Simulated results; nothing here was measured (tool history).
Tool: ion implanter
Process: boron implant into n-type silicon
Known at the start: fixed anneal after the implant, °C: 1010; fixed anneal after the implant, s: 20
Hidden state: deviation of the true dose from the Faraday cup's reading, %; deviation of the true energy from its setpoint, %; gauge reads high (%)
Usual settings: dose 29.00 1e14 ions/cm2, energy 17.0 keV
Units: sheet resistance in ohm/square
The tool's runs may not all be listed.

run    hour   dose  energy  wafers since the last listed run  hours since the last dose calibration  hours since the extraction supply was calibrated  hours since the gauge calibration  read-back reference wafer on the same gauge, sheet resistance  sheet resistance
  1     0.0  29.00    17.0                                 0                                 1878.2                                            1676.0                             1500.4                                                          67.61             69.21
  2    43.8  29.00    17.0                              1349                                 1922.0                                            1719.8                             1544.2                                                          67.60             69.93
  3    99.5  29.00    17.0                              1715                                 1977.7                                            1775.5                             1599.9                                                          67.57             69.11
  4   166.5  29.00    17.0                              2063                                 2044.7                                            1842.5                             1666.9                                                          67.60             69.45
  5   217.8  29.00    17.0                              1580                                 2096.0                                            1893.8                             1718.2                                                          67.62             69.40
  6   266.5  29.00    17.0                              1500                                 2144.7                                            1942.5                             1766.9                                                          67.68             69.13
  7   297.3  29.00    17.0                               948                                 2175.5                                            1973.3                             1797.7                                                          67.59             69.14
  8   345.0  29.00    17.0                              1469                                 2223.2                                            2021.0                             1845.4                                                          67.61             69.10
  9   411.7  29.00    17.0                              2054                                 2289.9                                            2087.7                             1912.1                                                          67.64             69.06
 10   462.8  29.00    15.0                              1574                                 2341.0                                            2138.8                             1963.2                                                          67.60             74.04
 11   514.9  25.56    17.0                              1604                                 2393.1                                            2190.9                             2015.3                                                          67.67             72.06
 12   557.2  29.00    17.0                              1302                                 2435.4                                            2233.2                             2057.6                                                          67.57             69.19
 13   607.2  33.76    20.5                              1540                                 2485.4                                            2283.2                             2107.6                                                          67.65             61.50
 14   635.2  34.27    17.0                               862                                 2513.4                                            2311.2                             2135.6                                                          67.68             66.77
 15   692.4  37.10    19.5                              1761                                 2570.6                                            2368.4                             2192.8                                                          67.63             61.47
 16   733.3  37.12    20.5                              1259                                 2611.5                                            2409.3                             2233.7                                                          67.55             59.88
 17   787.6  35.69    17.0                              1672                                 2665.8                                            2463.6                             2288.0                                                          67.58             66.58
      825.2  -- Faraday cup replaced and dose calibrated
 18   843.0  26.52    14.0                              1460                                   17.8                                            2519.0                             2343.4                                                          67.57             78.74
 19   882.2  29.00    17.0                              1207                                   57.0                                            2558.2                             2382.6                                                          67.59             69.38
 20   928.6  37.10    19.5                              1429                                  103.4                                            2604.6                             2429.0                                                          67.57             61.89
      938.3  -- extraction supply calibrated
 21   953.7  33.10    11.5                               526                                  128.5                                              15.4                             2454.1                                                          67.54             82.50
 22  1063.0  29.00    18.5                              3366                                  237.8                                             124.7                             2563.4                                                          67.53             65.53
     1063.9  -- gauge calibrated
 23  1123.4  29.00    17.0                              1860                                  298.2                                             185.1                               59.5                                                          67.55             68.20
 24  1183.8  24.91    12.5                              1860                                  358.6                                             245.5                              119.9                                                          67.65             83.16
 25  1245.4  29.00    17.0                              1897                                  420.2                                             307.1                              181.5                                                          67.65             68.00
 26  1311.9  37.22    12.5                              2048                                  486.7                                             373.6                              248.0                                                          67.57             78.10
 27  1367.3  37.05    22.0                              1706                                  542.1                                             429.0                              303.4                                                          67.62             57.16
 28  1420.2  29.00    17.0                              1629                                  595.0                                             481.9                              356.3                                                          67.60             67.97
 29  1458.5  26.27    18.5                              1179                                  633.3                                             520.2                              394.6                                                          67.59             67.65
 30  1514.6  32.78    12.5                              1728                                  689.4                                             576.3                              450.7                                                          67.58             79.53
 31  1574.3  29.00    17.0                              1838                                  749.1                                             636.0                              510.4                                                          67.61             68.55
 32  1601.5  20.32    15.5                               837                                  776.3                                             663.2                              537.6                                                          67.67             80.43
 33  1643.2  29.00    17.0                              1284                                  818.0                                             704.9                              579.3                                                          67.52             69.10
 34  1712.0  33.76    20.5                              2119                                  886.8                                             773.7                              648.1                                                          67.59             60.47
 35  1755.9  31.67    14.0                              1352                                  930.7                                             817.6                              692.0                                                          67.57             75.42
 36  1803.2  21.98    21.5                              1456                                  978.0                                             864.9                              739.3                                                          67.60             69.46
 37  1847.3  21.33    19.0                              1358                                 1022.1                                             909.0                              783.4                                                          67.65             73.06

Forecast each of these 4 alternatives for the next run:
  A  1847.7  29.00    17.0                                12                                 1022.5                                             909.4                              783.8                                                              ?                 ?
  B  1847.7  22.55    19.5                                12                                 1022.5                                             909.4                              783.8                                                              ?                 ?
  C  1847.7  31.40    21.5                                12                                 1022.5                                             909.4                              783.8                                                              ?                 ?
  D  1847.7  33.30    14.5                                12                                 1022.5                                             909.4                              783.8                                                              ?                 ?

run  read-back reference wafer on the same gauge, sheet resistance  sheet resistance
  A                                                          67.61             68.29
  B                                                          67.61             70.22
  C                                                          67.61             59.85
  D                                                          67.61             72.53
Without the tool's hidden state the same runs would have given:
run  sheet resistance
  A             67.61
  B             69.72
  C             59.31
  D             71.68

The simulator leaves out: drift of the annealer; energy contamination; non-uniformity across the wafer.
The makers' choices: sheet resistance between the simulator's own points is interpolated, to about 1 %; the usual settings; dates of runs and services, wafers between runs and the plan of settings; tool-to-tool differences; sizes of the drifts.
